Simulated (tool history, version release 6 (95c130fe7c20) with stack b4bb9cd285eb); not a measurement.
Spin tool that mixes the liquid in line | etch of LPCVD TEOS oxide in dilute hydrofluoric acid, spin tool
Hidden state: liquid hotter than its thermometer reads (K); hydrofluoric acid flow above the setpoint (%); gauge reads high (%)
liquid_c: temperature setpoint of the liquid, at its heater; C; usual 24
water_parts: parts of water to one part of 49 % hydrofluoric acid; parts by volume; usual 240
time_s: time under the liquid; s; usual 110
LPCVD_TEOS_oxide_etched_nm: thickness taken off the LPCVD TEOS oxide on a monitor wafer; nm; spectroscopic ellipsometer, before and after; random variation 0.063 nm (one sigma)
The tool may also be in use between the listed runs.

run	hour	liquid_c	water_parts	time_s	wafers since the last listed run	hours since the thermometer was replaced	hours since the hydrofluoric acid flow meter was replaced	hours since the gauge calibration	read-back film thickness of the LPCVD TEOS oxide reference wafer, read on the same gauge (nm)	LPCVD_TEOS_oxide_etched_nm
1	0	24	240	110	0	562.1	152.9	367.2	99.97	13.98
2	25.8	24	240	110	287	587.9	178.7	393	99.96	13.85
3	87.2	24	240	110	685	649.3	240.1	454.4	100	13.85
4	114.1	24	240	110	300	676.2	267	481.3	100.01	13.89
5	141.3	24	240	110	303	703.4	294.2	508.5	99.96	13.95
6	178.7	24	240	130	417	740.8	331.6	545.9	99.99	16.36
7	349.9	24	240	130	1910	912	502.8	717.1	100	16.36
# hour 372.1: gauge calibrated
8	402.6	24	285	110	588	964.7	555.5	30.5	100.03	11.23
9	459.7	24	285	110	637	1021.8	612.6	87.6	99.97	11.1
10	495	24	285	110	394	1057.1	647.9	122.9	100.02	11.18
11	564.3	21.5	240	110	773	1126.4	717.2	192.2	99.96	12.6
12	619	21.5	240	110	610	1181.1	771.9	246.9	99.97	12.67
# hour 636.3: hydrofluoric acid flow meter replaced
13	652.3	21.5	240	110	360	1214.4	16	280.2	100.02	12.71
14	690.7	20.5	240	110	428	1252.8	54.4	318.6	99.98	12.19
15	719.5	24	240	110	321	1281.6	83.2	347.4	100.01	13.77
16	746.4	24	240	110	300	1308.5	110.1	374.3	100.02	13.95
17	782.1	22	160	110	398	1344.2	145.8	410	100.02	20.99
18	827.7	27	240	90	508	1389.8	191.4	455.6	100.04	12.65
19	898.6	24	135	80	791	1460.7	262.3	526.5	99.97	20.05
20	953.8	21.5	240	110	616	1515.9	317.5	581.7	100.05	12.76
21	1000.7	24	190	150	523	1562.8	364.4	628.6	100.02	25.1
22	1053.4	21	180	110	588	1615.5	417.1	681.3	100.03	17.57
# hour 1087.9: thermometer replaced
23	1091.3	27	195	110	411	3.4	455	719.2	99.97	19.89
24	1155.6	24	190	150	717	67.7	519.3	783.5	99.99	25.02
25	1223.1	22.5	280	145	753	135.2	586.8	851	100.01	14.2
# hour 1259.6: gauge calibrated
# hour 1286.8: hydrofluoric acid flow meter replaced
26	1291.4	21	175	50	751	203.5	4.6	31.8	100.03	8.31
27	1319.3	24	240	110	311	231.4	32.5	59.7	100.04	14.04
28	1345.1	24	240	135	287	257.2	58.3	85.5	100.01	16.99
29	1397.7	24	240	90	587	309.8	110.9	138.1	99.96	11.47
30	1579.3	24	240	110	2026	491.4	292.5	319.7	100.04	13.84
31	1617.8	19.5	125	130	429	529.9	331	358.2	99.97	29.8
32	1671.5	24	135	50	599	583.6	384.7	411.9	100.02	12.52
33	1699.9	22	240	70	316	612	413.1	440.3	99.99	8.17

What the log doesn't show, run by run:
liquid hotter than its thermometer reads (K): 0 in every run
hydrofluoric acid flow above the setpoint (%): 0 in every run
gauge reads high (%): 0 in every run
